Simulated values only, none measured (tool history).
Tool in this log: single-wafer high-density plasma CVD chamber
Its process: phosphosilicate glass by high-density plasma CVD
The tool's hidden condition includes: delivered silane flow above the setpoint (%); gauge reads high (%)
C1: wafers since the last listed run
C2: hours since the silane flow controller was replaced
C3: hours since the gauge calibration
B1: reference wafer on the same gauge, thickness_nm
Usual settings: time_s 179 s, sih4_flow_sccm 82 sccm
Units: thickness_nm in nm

run 1 hour=0.0 | time_s=179 sih4_flow_sccm=82 | C1=0 C2=1787.5 C3=360.0 | B1=1211.131 | thickness_nm=1360.804
run 2 hour=22.0 | time_s=179 sih4_flow_sccm=82 | C1=235 C2=1809.5 C3=382.0 | B1=1209.685 | thickness_nm=1360.837
run 3 hour=58.5 | time_s=179 sih4_flow_sccm=82 | C1=390 C2=1846.0 C3=418.5 | B1=1209.725 | thickness_nm=1364.949
run 4 hour=121.8 | time_s=179 sih4_flow_sccm=74 | C1=677 C2=1909.3 C3=481.8 | B1=1209.783 | thickness_nm=1283.333
run 5 hour=157.7 | time_s=179 sih4_flow_sccm=74 | C1=384 C2=1945.2 C3=517.7 | B1=1210.068 | thickness_nm=1287.635
run 6 hour=189.5 | time_s=190 sih4_flow_sccm=76 | C1=340 C2=1977.0 C3=549.5 | B1=1210.820 | thickness_nm=1382.619
run 7 hour=206.4 | time_s=190 sih4_flow_sccm=76 | C1=180 C2=1993.9 C3=566.4 | B1=1209.658 | thickness_nm=1387.491
-- hour=213.6 gauge calibrated
-- hour=241.8 silane flow controller replaced
run 8 hour=242.3 | time_s=179 sih4_flow_sccm=90 | C1=298 C2=0.5 C3=28.7 | B1=1209.413 | thickness_nm=1406.437
run 9 hour=254.8 | time_s=179 sih4_flow_sccm=90 | C1=133 C2=13.0 C3=41.2 | B1=1209.857 | thickness_nm=1406.120
run 10 hour=280.6 | time_s=179 sih4_flow_sccm=82 | C1=276 C2=38.8 C3=67.0 | B1=1209.770 | thickness_nm=1331.809
run 11 hour=310.3 | time_s=179 sih4_flow_sccm=82 | C1=317 C2=68.5 C3=96.7 | B1=1209.207 | thickness_nm=1333.121
run 12 hour=323.3 | time_s=179 sih4_flow_sccm=82 | C1=139 C2=81.5 C3=109.7 | B1=1209.306 | thickness_nm=1336.432
run 13 hour=347.9 | time_s=179 sih4_flow_sccm=82 | C1=263 C2=106.1 C3=134.3 | B1=1209.802 | thickness_nm=1334.369
-- hour=381.7 silane flow controller replaced, repeated, since the last time left the tool worse
run 14 hour=382.2 | time_s=163 sih4_flow_sccm=69 | C1=281 C2=0.5 C3=168.6 | B1=1209.362 | thickness_nm=1152.266
run 15 hour=403.8 | time_s=199 sih4_flow_sccm=96 | C1=231 C2=22.1 C3=190.2 | B1=1209.582 | thickness_nm=1685.767
run 16 hour=424.4 | time_s=179 sih4_flow_sccm=82 | C1=220 C2=42.7 C3=210.8 | B1=1210.626 | thickness_nm=1378.589
run 17 hour=443.2 | time_s=189 sih4_flow_sccm=89 | C1=201 C2=61.5 C3=229.6 | B1=1210.247 | thickness_nm=1534.137
run 18 hour=464.0 | time_s=167 sih4_flow_sccm=71 | C1=222 C2=82.3 C3=250.4 | B1=1208.935 | thickness_nm=1189.883
run 19 hour=486.7 | time_s=179 sih4_flow_sccm=82 | C1=243 C2=105.0 C3=273.1 | B1=1210.179 | thickness_nm=1391.666
run 20 hour=510.9 | time_s=191 sih4_flow_sccm=89 | C1=259 C2=129.2 C3=297.3 | B1=1209.613 | thickness_nm=1555.965
run 21 hour=533.6 | time_s=158 sih4_flow_sccm=78 | C1=243 C2=151.9 C3=320.0 | B1=1208.710 | thickness_nm=1193.909
run 22 hour=566.7 | time_s=179 sih4_flow_sccm=82 | C1=354 C2=185.0 C3=353.1 | B1=1210.379 | thickness_nm=1381.827
run 23 hour=584.8 | time_s=199 sih4_flow_sccm=77 | C1=193 C2=203.1 C3=371.2 | B1=1208.960 | thickness_nm=1487.888
run 24 hour=603.7 | time_s=207 sih4_flow_sccm=68 | C1=202 C2=222.0 C3=390.1 | B1=1209.241 | thickness_nm=1446.449
run 25 hour=630.1 | time_s=144 sih4_flow_sccm=88 | C1=282 C2=248.4 C3=416.5 | B1=1210.155 | thickness_nm=1157.831
run 26 hour=645.1 | time_s=211 sih4_flow_sccm=68 | C1=160 C2=263.4 C3=431.5 | B1=1209.866 | thickness_nm=1476.102
run 27 hour=685.4 | time_s=167 sih4_flow_sccm=90 | C1=431 C2=303.7 C3=471.8 | B1=1210.274 | thickness_nm=1355.438

Consider 4 possible next runs. They are alternatives, not a sequence: every one starts from the tool as it was left by run 27. What does each give?
run A hour=685.8 | time_s=179 sih4_flow_sccm=82 | C1=4 C2=304.1 C3=472.2 | B1=? | thickness_nm=?
run B hour=685.8 | time_s=179 sih4_flow_sccm=94 | C1=4 C2=304.1 C3=472.2 | B1=? | thickness_nm=?
run C hour=685.8 | time_s=165 sih4_flow_sccm=66 | C1=4 C2=304.1 C3=472.2 | B1=? | thickness_nm=?
run D hour=685.8 | time_s=154 sih4_flow_sccm=89 | C1=4 C2=304.1 C3=472.2 | B1=? | thickness_nm=?

run=A B1=1210.123 thickness_nm=1377.549
run=B B1=1210.123 thickness_nm=1489.948
run=C B1=1210.123 thickness_nm=1131.665
run=D B1=1210.123 thickness_nm=1241.563
The same runs, with their run-to-run variation unchanged, on a tool lacking any hidden condition would have given:
run=A thickness_nm=1387.681
run=B thickness_nm=1500.906
run=C thickness_nm=1139.988
run=D thickness_nm=1250.694
